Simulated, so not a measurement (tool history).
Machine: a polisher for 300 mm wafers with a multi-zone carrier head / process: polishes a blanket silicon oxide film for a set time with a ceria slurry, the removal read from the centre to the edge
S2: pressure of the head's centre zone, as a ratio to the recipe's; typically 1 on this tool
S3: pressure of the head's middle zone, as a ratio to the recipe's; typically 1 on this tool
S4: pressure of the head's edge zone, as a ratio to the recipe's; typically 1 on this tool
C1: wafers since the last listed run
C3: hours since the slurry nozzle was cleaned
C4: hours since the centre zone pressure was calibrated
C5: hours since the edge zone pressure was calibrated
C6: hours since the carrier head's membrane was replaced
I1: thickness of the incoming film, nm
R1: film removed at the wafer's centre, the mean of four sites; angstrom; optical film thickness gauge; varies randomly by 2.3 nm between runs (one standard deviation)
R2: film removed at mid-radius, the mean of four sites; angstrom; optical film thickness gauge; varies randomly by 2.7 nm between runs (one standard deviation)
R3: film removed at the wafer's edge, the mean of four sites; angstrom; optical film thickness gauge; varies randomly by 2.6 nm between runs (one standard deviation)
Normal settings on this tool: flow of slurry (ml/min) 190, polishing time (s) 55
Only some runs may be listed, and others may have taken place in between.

run 1 hour=0 | flow_of_slurry_(ml/min)=190 S2=1.05 S3=1 S4=0.92 polishing_time_(s)=55 | C1=0 wafers_polished_on_this_pad=2305 C3=528.2 C4=850.9 C5=243.8 C6=510.4 | I1=1211.2 | R1=3773 R2=3622 R3=3656
run 2 hour=97 | flow_of_slurry_(ml/min)=190 S2=1.07 S3=1 S4=1 polishing_time_(s)=55 | C1=688 wafers_polished_on_this_pad=2993 C3=625.2 C4=947.9 C5=340.8 C6=607.4 | I1=1211.8 | R1=3855 R2=3584 R3=3668
-- hour=114.5 centre zone pressure recalibrated
-- hour=139.2 slurry nozzle cleaned
run 3 hour=203.1 | flow_of_slurry_(ml/min)=190 S2=0.93 S3=0.93 S4=1 polishing_time_(s)=68 | C1=731 wafers_polished_on_this_pad=3724 C3=63.9 C4=88.6 C5=446.9 C6=713.5 | I1=1222.4 | R1=4152 R2=4268 R3=4628
-- hour=218.7 worn pad replaced by a new one
run 4 hour=258.7 | flow_of_slurry_(ml/min)=190 S2=1.05 S3=1 S4=0.92 polishing_time_(s)=55 | C1=366 wafers_polished_on_this_pad=283 C3=119.5 C4=144.2 C5=502.5 C6=769.1 | I1=1222.5 | R1=3936 R2=3697 R3=3709
run 5 hour=333.6 | flow_of_slurry_(ml/min)=190 S2=1 S3=1 S4=0.94 polishing_time_(s)=71 | C1=531 wafers_polished_on_this_pad=815 C3=194.4 C4=219.1 C5=577.4 C6=844 | I1=1228.5 | R1=4741 R2=4755 R3=4800
-- hour=340.5 carrier head's membrane replaced by a new one
-- hour=485.7 edge zone pressure recalibrated
run 6 hour=505.3 | flow_of_slurry_(ml/min)=225 S2=1 S3=0.92 S4=1 polishing_time_(s)=38 | C1=1168 wafers_polished_on_this_pad=1983 C3=366.1 C4=390.8 C5=19.6 C6=164.8 | I1=1234.6 | R1=2535 R2=2421 R3=2591
run 7 hour=580.4 | flow_of_slurry_(ml/min)=190 S2=1 S3=0.89 S4=1 polishing_time_(s)=55 | C1=532 wafers_polished_on_this_pad=2516 C3=441.2 C4=465.9 C5=94.7 C6=239.9 | I1=1248.7 | R1=3574 R2=3337 R3=3668
run 8 hour=617.7 | flow_of_slurry_(ml/min)=190 S2=0.94 S3=1.09 S4=1 polishing_time_(s)=55 | C1=264 wafers_polished_on_this_pad=2781 C3=478.5 C4=503.2 C5=132 C6=277.2 | I1=1249.7 | R1=3397 R2=3852 R3=3719
run 9 hour=679.5 | flow_of_slurry_(ml/min)=190 S2=1 S3=0.91 S4=0.88 polishing_time_(s)=55 | C1=438 wafers_polished_on_this_pad=3219 C3=540.3 C4=565 C5=193.8 C6=339 | I1=1234.2 | R1=3566 R2=3376 R3=3445
run 10 hour=765 | flow_of_slurry_(ml/min)=190 S2=1 S3=1.09 S4=1 polishing_time_(s)=55 | C1=606 wafers_polished_on_this_pad=3826 C3=625.8 C4=650.5 C5=279.3 C6=424.5 | I1=1251.8 | R1=3559 R2=3815 R3=3680
-- hour=796.2 slurry nozzle cleaned
run 11 hour=804.7 | flow_of_slurry_(ml/min)=230 S2=1 S3=1 S4=1 polishing_time_(s)=66 | C1=274 wafers_polished_on_this_pad=4100 C3=8.5 C4=690.2 C5=319 C6=464.2 | I1=1214.7 | R1=4401 R2=4372 R3=4434
run 12 hour=888.4 | flow_of_slurry_(ml/min)=190 S2=0.95 S3=1 S4=0.95 polishing_time_(s)=55 | C1=593 wafers_polished_on_this_pad=4694 C3=92.2 C4=773.9 C5=402.7 C6=547.9 | I1=1238.6 | R1=3412 R2=3582 R3=3616
-- hour=896.6 worn pad replaced by a new one
run 13 hour=928.1 | flow_of_slurry_(ml/min)=190 S2=1.11 S3=1 S4=1.04 polishing_time_(s)=36 | C1=253 wafers_polished_on_this_pad=223 C3=131.9 C4=813.6 C5=442.4 C6=587.6 | I1=1207.6 | R1=2698 R2=2451 R3=2568
run 14 hour=981.2 | flow_of_slurry_(ml/min)=190 S2=1 S3=1.05 S4=0.91 polishing_time_(s)=72 | C1=376 wafers_polished_on_this_pad=600 C3=185 C4=866.7 C5=495.5 C6=640.7 | I1=1221.3 | R1=4840 R2=4937 R3=4767
-- hour=1065.9 carrier head's membrane replaced by a new one
run 15 hour=1089.1 | flow_of_slurry_(ml/min)=190 S2=1 S3=1 S4=0.94 polishing_time_(s)=39 | C1=730 wafers_polished_on_this_pad=1330 C3=292.9 C4=974.6 C5=603.4 C6=23.2 | I1=1238.5 | R1=2548 R2=2555 R3=2598
run 16 hour=1147.4 | flow_of_slurry_(ml/min)=150 S2=1 S3=1.1 S4=1.07 polishing_time_(s)=39 | C1=413 wafers_polished_on_this_pad=1743 C3=351.2 C4=1032.9 C5=661.7 C6=81.5 | I1=1224.4 | R1=2488 R2=2668 R3=2688
-- hour=1170.4 centre zone pressure recalibrated
run 17 hour=1197.9 | flow_of_slurry_(ml/min)=210 S2=1 S3=1 S4=1.09 polishing_time_(s)=60 | C1=344 wafers_polished_on_this_pad=2087 C3=401.7 C4=27.5 C5=712.2 C6=132 | I1=1223.1 | R1=3969 R2=3941 R3=4253
run 18 hour=1252.8 | flow_of_slurry_(ml/min)=140 S2=1 S3=1 S4=0.88 polishing_time_(s)=55 | C1=389 wafers_polished_on_this_pad=2477 C3=456.6 C4=82.4 C5=767.1 C6=186.9 | I1=1229.5 | R1=3426 R2=3485 R3=3385
-- hour=1297.6 edge zone pressure recalibrated
run 19 hour=1326.3 | flow_of_slurry_(ml/min)=190 S2=1 S3=1 S4=1 polishing_time_(s)=55 | C1=507 wafers_polished_on_this_pad=2984 C3=530.1 C4=155.9 C5=28.7 C6=260.4 | I1=1239.9 | R1=3606 R2=3600 R3=3733
-- hour=1332.1 slurry nozzle cleaned
run 20 hour=1377 | flow_of_slurry_(ml/min)=190 S2=1 S3=1.11 S4=1.1 polishing_time_(s)=55 | C1=352 wafers_polished_on_this_pad=3337 C3=44.9 C4=206.6 C5=79.4 C6=311.1 | I1=1203.2 | R1=3565 R2=3813 R3=3865
run 21 hour=1438.2 | flow_of_slurry_(ml/min)=190 S2=1 S3=1 S4=1 polishing_time_(s)=55 | C1=434 wafers_polished_on_this_pad=3771 C3=106.1 C4=267.8 C5=140.6 C6=372.3 | I1=1227.7 | R1=3557 R2=3589 R3=3656

Each row is a separate what-if for the run after 21, all from the same tool condition, not one after another. Results?
run A hour=1438.6 | flow_of_slurry_(ml/min)=190 S2=0.96 S3=1 S4=1 polishing_time_(s)=55 | C1=2 wafers_polished_on_this_pad=3774 C3=106.5 C4=268.2 C5=141 C6=372.7 | I1=1244.4 | R1=? R2=? R3=?
run B hour=1438.6 | flow_of_slurry_(ml/min)=190 S2=1 S3=0.92 S4=1 polishing_time_(s)=38 | C1=2 wafers_polished_on_this_pad=3774 C3=106.5 C4=268.2 C5=141 C6=372.7 | I1=1244.4 | R1=? R2=? R3=?
run C hour=1438.6 | flow_of_slurry_(ml/min)=190 S2=1.04 S3=1 S4=0.89 polishing_time_(s)=55 | C1=2 wafers_polished_on_this_pad=3774 C3=106.5 C4=268.2 C5=141 C6=372.7 | I1=1244.4 | R1=? R2=? R3=?
run D hour=1438.6 | flow_of_slurry_(ml/min)=210 S2=1 S3=1 S4=1 polishing_time_(s)=55 | C1=2 wafers_polished_on_this_pad=3774 C3=106.5 C4=268.2 C5=141 C6=372.7 | I1=1244.4 | R1=? R2=? R3=?
run E hour=1438.6 | flow_of_slurry_(ml/min)=210 S2=1 S3=1 S4=0.88 polishing_time_(s)=55 | C1=2 wafers_polished_on_this_pad=3774 C3=106.5 C4=268.2 C5=141 C6=372.7 | I1=1244.4 | R1=? R2=? R3=?

run=A R1=3393 R2=3568 R3=3717
run=B R1=2442 R2=2324 R3=2570
run=C R1=3678 R2=3567 R3=3519
run=D R1=3579 R2=3606 R3=3747
run=E R1=3579 R2=3607 R3=3529
The same runs, with their run-to-run variation unchanged, on a tool lacking any hidden condition would have given:
run=A R1=3594 R2=3779 R3=3936
run=B R1=2586 R2=2462 R3=2722
run=C R1=3896 R2=3778 R3=3727
run=D R1=3790 R2=3819 R3=3968
run=E R1=3790 R2=3820 R3=3738

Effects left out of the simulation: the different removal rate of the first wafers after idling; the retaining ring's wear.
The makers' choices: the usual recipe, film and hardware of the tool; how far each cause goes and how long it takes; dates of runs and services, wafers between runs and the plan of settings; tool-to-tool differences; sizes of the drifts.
